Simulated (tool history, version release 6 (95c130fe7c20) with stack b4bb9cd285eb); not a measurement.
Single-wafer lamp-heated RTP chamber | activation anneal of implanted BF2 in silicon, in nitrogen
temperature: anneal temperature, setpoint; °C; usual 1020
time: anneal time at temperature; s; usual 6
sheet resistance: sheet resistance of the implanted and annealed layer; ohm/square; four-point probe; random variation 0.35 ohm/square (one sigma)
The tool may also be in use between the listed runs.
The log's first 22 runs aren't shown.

run	hour	temperature	time	wafers since the last listed run	wafers since the last pyrometer calibration	wafers since the reflector plate was cleaned	hours since the gauge calibration	read-back reference wafer on the same gauge, sheet resistance	sheet resistance
23	597	1020	5	444	3928	8630	33.4	195.95	167.07
24	611.5	1050	8	346	4274	8976	47.9	195.95	136.33
25	626.5	1020	7	358	4633	9335	62.9	196.11	160.6
26	655	1009	7	681	5314	10016	91.4	196.16	169.75
# hour 665.1: pyrometer window cleaned and pyrometer calibrated
27	679.1	1020	3	384	333	10401	115.5	196	177.02
28	709.5	1049	5	726	1059	11127	145.9	195.92	145.47
29	724.7	1000	8	363	1423	11490	161.1	195.99	181.31
# hour 736: reflector plate cleaned
30	737	996	7	102	1525	24	173.4	196.01	186.52
31	761.5	1037	6	585	2111	610	197.9	195.88	150.75
32	795.6	1035	6	814	2926	1425	232	195.96	152
33	830.8	1020	6	841	3767	2266	267.2	196.07	163.69
34	857	1033	6	626	4393	2892	293.4	195.95	152.38
# hour 872.9: pyrometer window cleaned and pyrometer calibrated
35	922.6	1008	8	1376	1188	4268	359	196.09	172.24
36	952.6	991	6	716	1905	4985	389	196.05	194.03
37	985.8	1010	6	793	2699	5779	422.2	195.95	173.32

Forecast each of these 4 alternatives for the next run:
A	986.2	1020	6	9	2708	5788	422.6	?	?
B	986.2	997	4	9	2708	5788	422.6	?	?
C	986.2	1011	9	9	2708	5788	422.6	?	?
D	986.2	1011	5	9	2708	5788	422.6	?	?

run	read-back reference wafer on the same gauge, sheet resistance	sheet resistance
A	196.05	164.83
B	196.05	191.9
C	196.05	166.23
D	196.05	175.99
Without the tool's hidden state the same runs would have given:
run	sheet resistance
A	167.29
B	194.46
C	168.94
D	178.52
